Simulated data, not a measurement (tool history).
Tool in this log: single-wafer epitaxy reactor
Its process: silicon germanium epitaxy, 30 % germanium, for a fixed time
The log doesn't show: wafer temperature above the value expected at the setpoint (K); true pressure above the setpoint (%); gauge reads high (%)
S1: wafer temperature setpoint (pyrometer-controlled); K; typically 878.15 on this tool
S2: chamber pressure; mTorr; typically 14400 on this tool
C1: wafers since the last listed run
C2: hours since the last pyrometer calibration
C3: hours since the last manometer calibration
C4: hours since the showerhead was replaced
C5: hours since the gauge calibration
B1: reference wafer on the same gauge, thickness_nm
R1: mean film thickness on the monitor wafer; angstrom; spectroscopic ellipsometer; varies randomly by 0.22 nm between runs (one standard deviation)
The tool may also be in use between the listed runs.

run	day	S1	S2	C1	C2	C3	C4	C5	B1	R1
1	0.000	882.15	14400	0	798.5	1641.6	3208.0	93.2	67.188	632.92
2	0.446	878.15	14400	193	809.2	1652.3	3218.7	103.9	67.232	589.20
3	1.012	878.15	14400	246	822.8	1665.9	3232.3	117.5	67.282	588.87
4	1.454	878.15	14400	191	833.4	1676.5	3242.9	128.1	67.269	586.56
5	1.946	878.15	14400	213	845.2	1688.3	3254.7	139.9	67.287	584.59
6	2.262	878.15	14400	137	852.8	1695.9	3262.3	147.5	67.243	586.57
7	2.571	878.15	14400	133	860.2	1703.3	3269.7	154.9	67.228	589.32
8	3.112	878.15	14400	235	873.2	1716.3	3282.7	167.9	67.186	588.38
9	3.571	883.15	14400	199	884.2	1727.3	3293.7	178.9	67.151	649.06
10	3.879	868.15	15500	133	891.6	1734.7	3301.1	186.3	67.215	499.38
11	4.171	868.15	15500	126	898.6	1741.7	3308.1	193.3	67.194	498.26
12	4.475	878.15	14400	132	905.9	1749.0	3315.4	200.6	67.135	586.55
# day 5.288: capacitance manometer re-zeroed and calibrated
13	5.308	878.15	14400	217	925.9	0.5	3335.4	220.6	67.124	589.63
14	5.717	878.15	14400	177	935.7	10.3	3345.2	230.4	67.238	594.75
15	6.229	878.15	14400	222	948.0	22.6	3357.5	242.7	67.197	587.56
16	6.538	878.15	14400	133	955.4	30.0	3364.9	250.1	67.181	587.12
17	6.921	892.15	15500	166	964.6	39.2	3374.1	259.3	67.149	814.91
18	7.204	878.15	14400	123	971.4	46.0	3380.9	266.1	67.142	593.74
19	7.721	874.15	14400	224	983.8	58.4	3393.3	278.5	67.174	545.64
20	8.225	873.15	15700	219	995.9	70.5	3405.4	290.6	67.213	562.86
21	8.867	878.15	13100	278	1011.3	85.9	3420.8	306.0	67.210	561.90
22	9.438	878.15	14400	247	1025.0	99.6	3434.5	319.7	67.263	594.17
23	9.908	887.15	11300	204	1036.3	110.9	3445.8	331.0	67.172	619.01
# day 10.275: showerhead replaced, of another model than before
24	10.296	878.15	14400	23	1045.6	120.2	0.5	340.3	67.190	592.08
25	10.833	872.15	12800	233	1058.5	133.1	13.4	353.2	67.270	466.97
# day 10.925: gauge calibrated
26	11.192	878.15	14400	155	1067.1	141.7	22.0	6.4	67.213	588.00
27	11.554	878.15	13100	157	1075.8	150.4	30.7	15.1	67.210	541.50
# day 12.396: pyrometer calibrated
28	12.417	878.15	11700	229	0.5	171.1	51.4	35.8	67.155	458.66
29	12.608	872.15	16700	83	5.1	175.7	56.0	40.4	67.267	574.30
30	13.125	868.15	14400	224	17.5	188.1	68.4	52.8	67.151	466.00
31	14.579	886.15	14400	631	52.4	223.0	103.3	87.7	67.122	673.55
32	14.942	872.15	15900	157	61.1	231.7	112.0	96.4	67.177	552.40
33	15.558	866.15	17200	267	75.9	246.5	126.8	111.2	67.177	512.75
34	16.033	885.15	13200	206	87.3	257.9	138.2	122.6	67.154	612.74
35	16.679	892.15	16800	280	102.8	273.4	153.7	138.1	67.215	868.62
36	17.342	869.15	17600	287	118.7	289.3	169.6	154.0	67.257	560.75

Had the tool no unlogged condition, and each run kept its random variation, what would the results have been?
run	R1
1	614.56
2	571.71
3	571.12
4	568.67
5	566.52
6	568.29
7	570.80
8	569.63
9	628.40
10	482.73
11	481.52
12	567.20
13	569.77
14	574.53
15	567.33
16	566.76
17	787.39
18	572.83
19	525.99
20	542.31
21	541.35
22	572.16
23	596.37
24	569.74
25	448.87
26	565.38
27	520.51
28	458.24
29	573.67
30	465.27
31	671.73
32	550.68
33	510.86
34	610.35
35	864.82
36	557.82
